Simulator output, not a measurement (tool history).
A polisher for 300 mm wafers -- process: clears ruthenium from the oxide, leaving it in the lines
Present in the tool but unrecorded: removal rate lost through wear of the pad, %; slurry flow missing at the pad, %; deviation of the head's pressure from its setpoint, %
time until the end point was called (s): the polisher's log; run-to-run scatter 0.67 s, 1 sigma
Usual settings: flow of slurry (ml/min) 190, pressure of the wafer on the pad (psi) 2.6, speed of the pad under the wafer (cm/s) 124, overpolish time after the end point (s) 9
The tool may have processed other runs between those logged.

run,day,flow of slurry (ml/min),pressure of the wafer on the pad (psi),speed of the pad under the wafer (cm/s),overpolish time after the end point (s),wafers since the last listed run,wafers polished on this pad,hours since the slurry nozzle was cleaned,hours since the head pressure was calibrated,"incoming thickness of the incoming film, nm",time until the end point was called (s)
1,0,190,3.1,124,9,0,771,270.6,402.9,150.5,73.3
2,0.375,190,2.6,124,9,50,822,279.6,411.9,149.5,80
3,0.629,190,2.6,124,9,34,856,285.7,418,151.3,80.7
4,1.162,190,2.2,92,9,72,929,298.5,430.8,149.4,117.4
# day 1.971: worn pad replaced by a new one, of another model than before
5,1.992,190,2.6,124,7,89,2,318.4,450.7,148.6,69.8
6,2.475,190,2.3,124,9,65,68,330,462.3,150,80.4
7,2.767,190,2.3,124,9,39,107,337,469.3,149.6,82.4
8,3.146,160,2.6,124,9,51,159,346.1,478.4,152.7,76.8
9,3.554,190,2.6,124,9,55,214,355.9,488.2,149.1,74
10,4.258,190,2.6,124,9,95,309,372.8,505.1,151.8,76
11,5.983,190,3,90,9,233,543,414.2,546.5,152.3,84.8
12,6.5,190,3,90,9,69,613,426.6,558.9,146.8,82.8
# day 6.879: slurry nozzle cleaned
13,6.912,190,2.6,124,9,50,663,0.8,568.8,147.4,77.9
14,7.438,190,2.6,124,9,71,734,13.4,581.4,148.4,79.8
15,7.762,190,2.6,124,9,44,778,21.2,589.2,150.4,79
16,8.117,190,2.4,124,9,47,826,29.7,597.7,150.7,86.4
17,8.729,190,2.9,124,6,82,909,44.4,612.4,148.4,71.7
18,9.05,220,2.3,124,9,43,953,52.1,620.1,149.4,87.1
19,9.338,165,2.6,150,9,38,992,59,627,151.4,71.9
20,9.942,190,2.6,124,9,81,1073,73.5,641.5,146.9,78.7
21,10.488,190,2.6,124,9,73,1147,86.6,654.6,149,80.7
# day 10.967: worn pad replaced by a new one
22,10.988,190,2.6,124,9,45,3,98.6,666.6,148.4,70.1
23,11.154,190,2,80,9,22,25,102.6,670.6,150.8,117
# day 11.6: head pressure recalibrated
24,12.367,190,2.2,92,9,152,178,131.7,18.4,148.5,103.4
25,12.838,190,2.6,102,9,63,242,143,29.7,147.3,83
26,13.1,170,2.6,124,13,35,277,149.3,36,148.3,74
27,13.633,160,2.6,124,9,72,350,162.1,48.8,151.9,78.5
28,14,210,3,104,10,49,399,170.9,57.6,153.3,76.8
29,14.508,190,2.6,124,9,68,468,183.1,69.8,150.2,76.9
30,14.942,230,2.6,144,8,58,527,193.5,80.2,150.4,69.8
31,15.475,190,2.6,124,9,72,599,206.3,93,152.3,80.4
32,16.129,190,3.1,104,11,88,688,222,108.7,152.3,77.1
33,16.483,170,1.7,124,8,47,736,230.5,117.2,149.8,116.9
34,17.054,160,2.6,124,9,77,813,244.2,130.9,151.5,81.2
35,17.6,190,2.9,146,9,73,887,257.3,144,151.7,65.5
36,18.025,190,2.6,124,9,57,944,267.5,154.2,150,79.1
37,18.767,190,3.3,124,9,100,1045,285.3,172,150.7,64.4

What if the next run were any one of these 4? Each begins from the tool's condition after run 37:
A,18.788,190,2.6,124,9,2,1048,285.8,172.5,147.6,?
B,18.788,250,2.6,124,13,2,1048,285.8,172.5,147.6,?
C,18.788,150,3.3,148,13,2,1048,285.8,172.5,147.6,?
D,18.788,130,2.6,124,9,2,1048,285.8,172.5,147.6,?

run,time until the end point was called (s)
A,78.4
B,76.7
C,56.8
D,81
The same runs, with their run-to-run variation unchanged, on a tool lacking any hidden condition would have given:
run,time until the end point was called (s)
A,68.6
B,67.1
C,49.7
D,70.8

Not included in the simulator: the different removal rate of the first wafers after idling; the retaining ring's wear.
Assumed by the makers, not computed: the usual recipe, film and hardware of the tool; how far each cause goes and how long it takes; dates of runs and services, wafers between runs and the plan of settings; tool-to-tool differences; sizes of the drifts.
